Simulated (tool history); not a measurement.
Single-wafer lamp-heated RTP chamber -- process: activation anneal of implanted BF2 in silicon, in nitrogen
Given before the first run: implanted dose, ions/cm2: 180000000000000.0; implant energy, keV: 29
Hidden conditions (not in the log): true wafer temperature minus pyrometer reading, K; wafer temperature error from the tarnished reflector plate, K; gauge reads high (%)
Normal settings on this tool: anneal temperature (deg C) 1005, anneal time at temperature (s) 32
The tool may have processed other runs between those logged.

run    hour  anneal temperature (deg C)  anneal time at temperature (s)  wafers since the last listed run  wafers since the last pyrometer calibration  wafers since the reflector plate was cleaned  hours since the gauge calibration  read-back reference wafer on the same gauge, sheet resistance  sheet resistance of the implanted and annealed layer (ohm/square)
  1       0                        1005                              45                                 0                                         3987                                          1381                               94.6                                                         629.02                                                              596.1
       88.2  -- pyrometer window cleaned and pyrometer calibrated
  2   186.9                        1005                              32                              2990                                         1650                                          4371                              281.5                                                         629.01                                                             601.18
  3   241.6                        1005                              32                               914                                         2564                                          5286                              336.2                                                         628.88                                                             601.16
  4   296.8                         992                              32                               922                                         3487                                          6209                              391.4                                                         629.02                                                             602.84
  5   338.7                         992                              32                               700                                         4188                                          6909                              433.3                                                         629.11                                                             603.55
      403.5  -- pyrometer window cleaned and pyrometer calibrated
  6     404                         992                              32                               957                                            8                                          7867                              498.6                                                          629.2                                                             603.07
  7   460.5                        1005                              32                               944                                          953                                          8811                              555.1                                                         628.96                                                              599.2
  8   485.1                        1005                              32                               411                                         1364                                          9223                              579.7                                                         629.19                                                             599.78
  9   586.9                        1005                              32                              1701                                         3066                                         10924                              681.5                                                         628.83                                                             597.97
 10   626.8                        1005                              32                               667                                         3733                                         11591                              721.4                                                         629.25                                                             600.91
 11   675.9                        1005                              32                               820                                         4554                                         12412                              770.5                                                         629.12                                                             600.03
 12   703.6                        1016                              41                               463                                         5017                                         12875                              798.2                                                         629.17                                                             595.87
      753.3  -- pyrometer window cleaned and pyrometer calibrated
 13   755.1                        1005                              32                               727                                           29                                         13603                              849.7                                                         628.93                                                             600.88
 14   805.7                        1026                              47                               845                                          875                                         14448                              900.3                                                          629.1                                                             592.47
      843.8  -- reflector plate cleaned
 15   872.3                        1031                              16                               979                                         1854                                           476                              966.9                                                         628.92                                                             601.27
      900.5  -- gauge calibrated
 16   937.4                        1005                              32                              1088                                         2943                                          1565                               36.9                                                         628.96                                                             598.91
 17  1022.2                         979                              16                              1417                                         4360                                          2982                              121.7                                                         629.06                                                             614.25
 18  1074.5                        1016                              20                               874                                         5235                                          3857                                174                                                         628.86                                                              601.3
     1099.9  -- pyrometer window cleaned and pyrometer calibrated
 19  1118.5                         997                              46                               601                                          311                                          4458                                218                                                         629.01                                                             597.03

Expected results for the next run?
 20  1173.5                         983                              38                               919                                         1230                                          5378                                273                                                              ?                                                                  ?

Run 20 came out at read-back reference wafer on the same gauge, sheet resistance 629.07, sheet resistance of the implanted and annealed layer (ohm/square) 604.37.
On a tool with no hidden condition, and with the same random variation, this run would have come out at sheet resistance of the implanted and annealed layer (ohm/square) 604.37.
